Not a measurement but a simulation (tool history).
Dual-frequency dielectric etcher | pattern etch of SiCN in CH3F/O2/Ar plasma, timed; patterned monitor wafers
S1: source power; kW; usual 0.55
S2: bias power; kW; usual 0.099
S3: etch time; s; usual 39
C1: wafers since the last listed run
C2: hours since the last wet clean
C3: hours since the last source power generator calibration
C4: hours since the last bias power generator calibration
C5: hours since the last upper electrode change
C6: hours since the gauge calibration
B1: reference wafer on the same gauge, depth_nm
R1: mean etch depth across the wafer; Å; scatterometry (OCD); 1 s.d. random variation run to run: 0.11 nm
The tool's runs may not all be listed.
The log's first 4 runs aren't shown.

{"run": 5, "hour": 272.9, "S1": 0.55, "S2": 0.099, "S3": 39, "C1": 676, "C2": 163.8, "C3": 2649.3, "C4": 1600.9, "C5": 5177.8, "C6": 901.8, "B1": 16.11, "R1": 174.7}
{"run": 6, "hour": 334.5, "S1": 0.55, "S2": 0.099, "S3": 39, "C1": 608, "C2": 225.4, "C3": 2710.9, "C4": 1662.5, "C5": 5239.4, "C6": 963.4, "B1": 16.1, "R1": 174.7}
{"run": 7, "hour": 440.2, "S1": 0.55, "S2": 0.084, "S3": 39, "C1": 1044, "C2": 331.1, "C3": 2816.6, "C4": 1768.2, "C5": 5345.1, "C6": 1069.1, "B1": 16.09, "R1": 157}
{"run": 8, "hour": 509.0, "S1": 0.55, "S2": 0.112, "S3": 35.5, "C1": 679, "C2": 399.9, "C3": 2885.4, "C4": 1837, "C5": 5413.9, "C6": 1137.9, "B1": 16.12, "R1": 167.2}
{"run": 9, "hour": 549.6, "S1": 0.55, "S2": 0.112, "S3": 35.5, "C1": 401, "C2": 440.5, "C3": 2926, "C4": 1877.6, "C5": 5454.5, "C6": 1178.5, "B1": 16.11, "R1": 166}
{"hour": 642.6, "done": "upper electrode replaced"}
{"run": 10, "hour": 655.2, "S1": 0.55, "S2": 0.112, "S3": 35.5, "C1": 806, "C2": 546.1, "C3": 3031.6, "C4": 1983.2, "C5": 12.6, "C6": 1284.1, "B1": 16.1, "R1": 166.8}
{"hour": 689.0, "done": "wet clean of the chamber"}
{"run": 11, "hour": 744.2, "S1": 0.55, "S2": 0.099, "S3": 39, "C1": 642, "C2": 55.2, "C3": 3120.6, "C4": 2072.2, "C5": 101.6, "C6": 1373.1, "B1": 16.11, "R1": 175}
{"hour": 818.9, "done": "gauge calibrated"}
{"run": 12, "hour": 837.4, "S1": 0.55, "S2": 0.099, "S3": 39, "C1": 920, "C2": 148.4, "C3": 3213.8, "C4": 2165.4, "C5": 194.8, "C6": 18.5, "B1": 16.11, "R1": 174.5}
{"run": 13, "hour": 903.3, "S1": 0.55, "S2": 0.099, "S3": 39, "C1": 650, "C2": 214.3, "C3": 3279.7, "C4": 2231.3, "C5": 260.7, "C6": 84.4, "B1": 16.09, "R1": 174.3}
{"hour": 908.9, "done": "bias power generator calibrated"}
{"run": 14, "hour": 976.6, "S1": 0.55, "S2": 0.099, "S3": 39, "C1": 684, "C2": 287.6, "C3": 3353, "C4": 67.7, "C5": 334, "C6": 157.7, "B1": 16.09, "R1": 177.5}
{"run": 15, "hour": 1067.2, "S1": 0.55, "S2": 0.099, "S3": 39, "C1": 894, "C2": 378.2, "C3": 3443.6, "C4": 158.3, "C5": 424.6, "C6": 248.3, "B1": 16.1, "R1": 176.7}
{"run": 16, "hour": 1126.2, "S1": 0.61, "S2": 0.099, "S3": 48, "C1": 582, "C2": 437.2, "C3": 3502.6, "C4": 217.3, "C5": 483.6, "C6": 307.3, "B1": 16.09, "R1": 225}
{"hour": 1226.7, "done": "wet clean of the chamber"}
{"run": 17, "hour": 1227.2, "S1": 0.55, "S2": 0.099, "S3": 39, "C1": 760, "C2": 0.5, "C3": 3603.6, "C4": 318.3, "C5": 584.6, "C6": 408.3, "B1": 16.1, "R1": 184.6}
{"run": 18, "hour": 1315.1, "S1": 0.55, "S2": 0.099, "S3": 30.5, "C1": 868, "C2": 88.4, "C3": 3691.5, "C4": 406.2, "C5": 672.5, "C6": 496.2, "B1": 16.12, "R1": 141.5}
{"run": 19, "hour": 1419.5, "S1": 0.5, "S2": 0.11, "S3": 45.5, "C1": 1031, "C2": 192.8, "C3": 3795.9, "C4": 510.6, "C5": 776.9, "C6": 600.6, "B1": 16.09, "R1": 212.8}
{"run": 20, "hour": 1508.7, "S1": 0.48, "S2": 0.092, "S3": 45.5, "C1": 881, "C2": 282, "C3": 3885.1, "C4": 599.8, "C5": 866.1, "C6": 689.8, "B1": 16.1, "R1": 185.3}
{"run": 21, "hour": 1600.5, "S1": 0.55, "S2": 0.099, "S3": 39, "C1": 906, "C2": 373.8, "C3": 3976.9, "C4": 691.6, "C5": 957.9, "C6": 781.6, "B1": 16.1, "R1": 176.4}
{"hour": 1642.4, "done": "source power generator calibrated"}
{"run": 22, "hour": 1649.5, "S1": 0.55, "S2": 0.099, "S3": 32, "C1": 444, "C2": 422.8, "C3": 7.1, "C4": 740.6, "C5": 1006.9, "C6": 830.6, "B1": 16.12, "R1": 142.1}
{"run": 23, "hour": 1731.6, "S1": 0.68, "S2": 0.106, "S3": 39, "C1": 810, "C2": 504.9, "C3": 89.2, "C4": 822.7, "C5": 1089, "C6": 912.7, "B1": 16.13, "R1": 197.5}
{"run": 24, "hour": 1790.1, "S1": 0.55, "S2": 0.112, "S3": 39, "C1": 577, "C2": 563.4, "C3": 147.7, "C4": 881.2, "C5": 1147.5, "C6": 971.2, "B1": 16.1, "R1": 186.5}
{"hour": 1827.6, "done": "wet clean of the chamber"}
{"run": 25, "hour": 1861.3, "S1": 0.55, "S2": 0.099, "S3": 30.5, "C1": 466, "C2": 33.7, "C3": 218.9, "C4": 952.4, "C5": 1218.7, "C6": 1042.4, "B1": 16.12, "R1": 140.9}
{"run": 26, "hour": 1940.2, "S1": 0.48, "S2": 0.111, "S3": 30.5, "C1": 779, "C2": 112.6, "C3": 297.8, "C4": 1031.3, "C5": 1297.6, "C6": 1121.3, "B1": 16.1, "R1": 140.2}

Expected results for the next run?
{"run": 27, "hour": 2009.7, "S1": 0.55, "S2": 0.088, "S3": 39, "C1": 686, "C2": 182.1, "C3": 367.3, "C4": 1100.8, "C5": 1367.1, "C6": 1190.8, "B1": "?", "R1": "?"}

Run 27 came out at B1 16.11, R1 165.7 Å.
On a tool with no hidden condition, and with the same random variation, this run would have come out at R1 171.1 Å.

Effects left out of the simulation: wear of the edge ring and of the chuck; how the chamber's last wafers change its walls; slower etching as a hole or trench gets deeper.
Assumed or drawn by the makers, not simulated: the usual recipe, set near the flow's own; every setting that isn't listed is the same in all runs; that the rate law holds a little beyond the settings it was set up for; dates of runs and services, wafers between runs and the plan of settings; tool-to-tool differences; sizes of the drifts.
